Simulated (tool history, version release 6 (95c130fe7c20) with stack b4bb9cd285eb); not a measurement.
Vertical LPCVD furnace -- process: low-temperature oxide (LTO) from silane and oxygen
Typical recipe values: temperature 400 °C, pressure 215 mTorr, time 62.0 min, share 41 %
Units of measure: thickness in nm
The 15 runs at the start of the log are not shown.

run   hour  temperature  pressure  time  share  wafers since the last listed run  hours since the last temperature calibration  hours since the pressure gauge was zeroed  hours since the silane flow controller was replaced  hours since the gauge calibration  read-back reference wafer on the same gauge, thickness  thickness
     414.4  -- thermocouples replaced and temperature profile calibrated
     418.9  -- silane flow controller replaced
 16  419.4          400       265  42.5     41                                11                                           5.0                                      208.8                                                  0.5                              314.6                                                  643.01     524.64
 17  433.4          400       240  73.5     46                               200                                          19.0                                      222.8                                                 14.5                              328.6                                                  642.40     921.41
 18  456.3          400       175  62.0     48                               328                                          41.9                                      245.7                                                 37.4                              351.5                                                  641.88     592.02
 19  484.4          400       175  62.0     34                               403                                          70.0                                      273.8                                                 65.5                              379.6                                                  641.39     394.35
 20  510.5          400       215  42.5     41                               374                                          96.1                                      299.9                                                 91.6                              405.7                                                  640.69     424.74
 21  539.4          395       215  62.0     37                               414                                         125.0                                      328.8                                                120.5                              434.6                                                  640.82     514.64
 22  562.9          406       215  62.0     41                               337                                         148.5                                      352.3                                                144.0                              458.1                                                  640.47     650.20
 23  594.3          400       215  62.0     41                               450                                         179.9                                      383.7                                                175.4                              489.5                                                  640.60     612.34
 24  660.2          400       215  76.5     41                               945                                         245.8                                      449.6                                                241.3                              555.4                                                  640.80     756.31
 25  693.3          391       215  71.5     34                               474                                         278.9                                      482.7                                                274.4                              588.5                                                  639.13     506.86
 26  728.0          409       215  62.0     41                               497                                         313.6                                      517.4                                                309.1                              623.2                                                  640.90     674.73
 27  750.7          400       215  78.5     44                               325                                         336.3                                      540.1                                                331.8                              645.9                                                  639.79     846.93
 28  769.8          400       250  48.5     41                               274                                         355.4                                      559.2                                                350.9                              665.0                                                  639.76     560.99
 29  794.5          390       175  51.0     41                               354                                         380.1                                      583.9                                                375.6                              689.7                                                  639.12     366.29
 30  825.5          400       215  62.0     41                               444                                         411.1                                      614.9                                                406.6                              720.7                                                  639.52     608.97
 31  857.9          400       215  62.0     41                               464                                         443.5                                      647.3                                                439.0                              753.1                                                  639.39     616.89
 32  893.7          400       190  62.0     49                               513                                         479.3                                      683.1                                                474.8                              788.9                                                  638.39     653.43

Predict each of these 3 candidate next runs independently; none follows another, all start after run 32:
  A  899.3          400       215  62.0     41                                80                                         484.9                                      688.7                                                480.4                              794.5                                                       ?          ?
  B  899.3          405       215  62.0     41                                80                                         484.9                                      688.7                                                480.4                              794.5                                                       ?          ?
  C  899.3          400       260  62.0     41                                80                                         484.9                                      688.7                                                480.4                              794.5                                                       ?          ?

run  read-back reference wafer on the same gauge, thickness  thickness
  A                                                  639.16     614.92
  B                                                  639.16     649.15
  C                                                  639.16     743.63
Without the tool's hidden state the same runs would have given:
run  thickness
  A     624.51
  B     659.28
  C     755.22
